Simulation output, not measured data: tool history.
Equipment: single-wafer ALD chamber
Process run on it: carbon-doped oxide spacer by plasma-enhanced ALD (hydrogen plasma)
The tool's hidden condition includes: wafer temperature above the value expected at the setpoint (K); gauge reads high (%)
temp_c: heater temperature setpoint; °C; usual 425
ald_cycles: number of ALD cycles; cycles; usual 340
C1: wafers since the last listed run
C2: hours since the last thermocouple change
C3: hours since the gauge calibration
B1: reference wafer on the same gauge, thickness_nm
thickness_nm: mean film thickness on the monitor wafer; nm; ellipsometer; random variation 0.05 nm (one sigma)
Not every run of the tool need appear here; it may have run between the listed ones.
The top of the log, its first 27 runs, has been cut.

{"run": 28, "hour": 1987.6, "temp_c": 425, "ald_cycles": 340, "C1": 33, "C2": 730.6, "C3": 660.8, "B1": 13.903, "thickness_nm": 13.557}
{"run": 29, "hour": 2068.7, "temp_c": 425, "ald_cycles": 340, "C1": 63, "C2": 811.7, "C3": 741.9, "B1": 13.89, "thickness_nm": 13.602}
{"run": 30, "hour": 2125.6, "temp_c": 430, "ald_cycles": 311, "C1": 44, "C2": 868.6, "C3": 798.8, "B1": 13.89, "thickness_nm": 12.21}
{"run": 31, "hour": 2170.3, "temp_c": 420, "ald_cycles": 362, "C1": 34, "C2": 913.3, "C3": 843.5, "B1": 13.904, "thickness_nm": 14.645}
{"run": 32, "hour": 2243.9, "temp_c": 414, "ald_cycles": 370, "C1": 57, "C2": 986.9, "C3": 917.1, "B1": 13.915, "thickness_nm": 15.16}
{"run": 33, "hour": 2304.3, "temp_c": 410, "ald_cycles": 360, "C1": 47, "C2": 1047.3, "C3": 977.5, "B1": 13.913, "thickness_nm": 14.962}
{"run": 34, "hour": 2366.2, "temp_c": 420, "ald_cycles": 340, "C1": 48, "C2": 1109.2, "C3": 1039.4, "B1": 13.891, "thickness_nm": 13.755}
{"run": 35, "hour": 2455.5, "temp_c": 432, "ald_cycles": 398, "C1": 69, "C2": 1198.5, "C3": 1128.7, "B1": 13.901, "thickness_nm": 15.611}

Forecast each of these 3 alternatives for the next run:
{"run": "A", "hour": 2456.4, "temp_c": 425, "ald_cycles": 340, "C1": 0, "C2": 1199.4, "C3": 1129.6, "B1": "?", "thickness_nm": "?"}
{"run": "B", "hour": 2456.4, "temp_c": 430, "ald_cycles": 313, "C1": 0, "C2": 1199.4, "C3": 1129.6, "B1": "?", "thickness_nm": "?"}
{"run": "C", "hour": 2456.4, "temp_c": 416, "ald_cycles": 378, "C1": 0, "C2": 1199.4, "C3": 1129.6, "B1": "?", "thickness_nm": "?"}

run=A B1=13.901 thickness_nm=13.584
run=B B1=13.901 thickness_nm=12.312
run=C B1=13.901 thickness_nm=15.523
Stripped of hidden state, with their random variation kept, the same runs would have yielded:
run=A thickness_nm=13.549
run=B thickness_nm=12.280
run=C thickness_nm=15.484

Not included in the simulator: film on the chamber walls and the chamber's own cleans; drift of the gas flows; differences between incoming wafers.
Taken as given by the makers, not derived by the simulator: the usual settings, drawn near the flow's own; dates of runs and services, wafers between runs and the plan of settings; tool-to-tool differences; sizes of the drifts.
